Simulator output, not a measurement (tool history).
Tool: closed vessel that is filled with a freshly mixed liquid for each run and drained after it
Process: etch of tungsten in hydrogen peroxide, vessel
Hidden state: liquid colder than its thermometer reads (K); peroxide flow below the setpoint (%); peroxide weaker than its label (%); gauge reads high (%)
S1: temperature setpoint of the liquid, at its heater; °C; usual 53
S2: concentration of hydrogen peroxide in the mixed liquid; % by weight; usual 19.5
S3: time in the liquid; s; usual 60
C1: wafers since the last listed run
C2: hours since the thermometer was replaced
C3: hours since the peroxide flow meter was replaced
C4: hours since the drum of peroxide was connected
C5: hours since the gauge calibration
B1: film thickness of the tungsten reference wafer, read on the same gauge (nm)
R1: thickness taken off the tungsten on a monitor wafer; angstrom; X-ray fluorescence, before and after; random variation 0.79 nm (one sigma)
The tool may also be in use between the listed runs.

run,day,S1,S2,S3,C1,C2,C3,C4,C5,B1,R1
1,0,53,19.5,60,0,1672.8,2297.1,439.4,152.8,109.22,1032.3
2,0.962,53,19.5,60,1970,1695.9,2320.2,462.5,175.9,109.18,1015.6
3,1.796,53,19.5,60,1706,1715.9,2340.2,482.5,195.9,109.1,1035.7
4,2.5,53,19.5,50,1441,1732.8,2357.1,499.4,212.8,109.08,866.1
5,3.254,53,19.5,35,1544,1750.9,2375.2,517.5,230.9,109.03,598.7
6,4.204,53,19.5,35,1945,1773.7,2398,540.3,253.7,108.95,601.3
7,5.558,53,19.5,60,2772,1806.2,2430.5,572.8,286.2,108.83,1025.8
8,6.638,53,19.5,60,2209,1832.1,2456.4,598.7,312.1,108.73,1031
9,7.346,53,19.5,60,1450,1849.1,2473.4,615.7,329.1,108.7,1032.5
10,8.312,53,19.5,60,1979,1872.3,2496.6,638.9,352.3,108.57,1016.6
11,9.692,53,19.5,60,2823,1905.4,2529.7,672,385.4,108.39,1034
12,10.512,53,19.5,60,1680,1925.1,2549.4,691.7,405.1,108.28,1028.8
# day 10.7: peroxide flow meter replaced
13,11.204,53,19.5,60,1330,1941.7,12.1,708.3,421.7,108.19,1027.4
14,12.429,53,17.5,60,2508,1971.1,41.5,737.7,451.1,108.09,957.3
15,13.121,53,23,60,1416,1987.7,58.1,754.3,467.7,107.91,1103
# day 13.767: new drum of peroxide connected
16,17.346,53,19.5,40,8565,2089.1,159.5,85.9,569.1,107.27,680.8
17,18.062,59.5,24,85,1467,2106.3,176.7,103.1,586.3,107.11,2363.1
# day 18.788: gauge calibrated
18,19.075,53,19.5,60,2073,2130.6,201,127.4,6.9,109.65,1023.8
19,20.312,53,15,60,2533,2160.3,230.7,157.1,36.6,109.66,915.5
20,21.621,62.5,19.5,35,2678,2191.7,262.1,188.5,68,109.62,1064.4
# day 22.125: thermometer replaced
21,24.55,53,19.5,45,5912,58.2,332.4,258.8,138.3,109.52,781.1
22,27.421,53,19.5,35,5877,127.1,401.3,327.7,207.2,109.36,611.1
23,28.817,53,19.5,60,2857,160.6,434.8,361.2,240.7,109.28,1027.9
24,29.638,49,13.5,75,1680,180.3,454.5,380.9,260.4,109.22,851.1
25,30.462,56.5,15,40,1689,200.1,474.3,400.7,280.2,109.09,737.6
26,31.267,53,15.5,60,1646,219.4,493.6,420,299.5,109.05,923.4

5 ways to go on from here, each from the tool as it stands after run 26. What would each give?
A,31.296,53,19.5,60,59,220.1,494.3,420.7,300.2,?,?
B,31.296,49.5,16.5,80,59,220.1,494.3,420.7,300.2,?,?
C,31.296,61,23.5,75,59,220.1,494.3,420.7,300.2,?,?
D,31.296,53,19.5,30,59,220.1,494.3,420.7,300.2,?,?
E,31.296,46.5,19.5,60,59,220.1,494.3,420.7,300.2,?,?

run,B1,R1
A,109.09,1032.3
B,109.09,1024
C,109.09,2263.2
D,109.09,516.2
E,109.09,693.4
Without the tool's hidden state the same runs would have given:
run,R1
A,1041.2
B,1032.7
C,2282.5
D,520.6
E,699.4

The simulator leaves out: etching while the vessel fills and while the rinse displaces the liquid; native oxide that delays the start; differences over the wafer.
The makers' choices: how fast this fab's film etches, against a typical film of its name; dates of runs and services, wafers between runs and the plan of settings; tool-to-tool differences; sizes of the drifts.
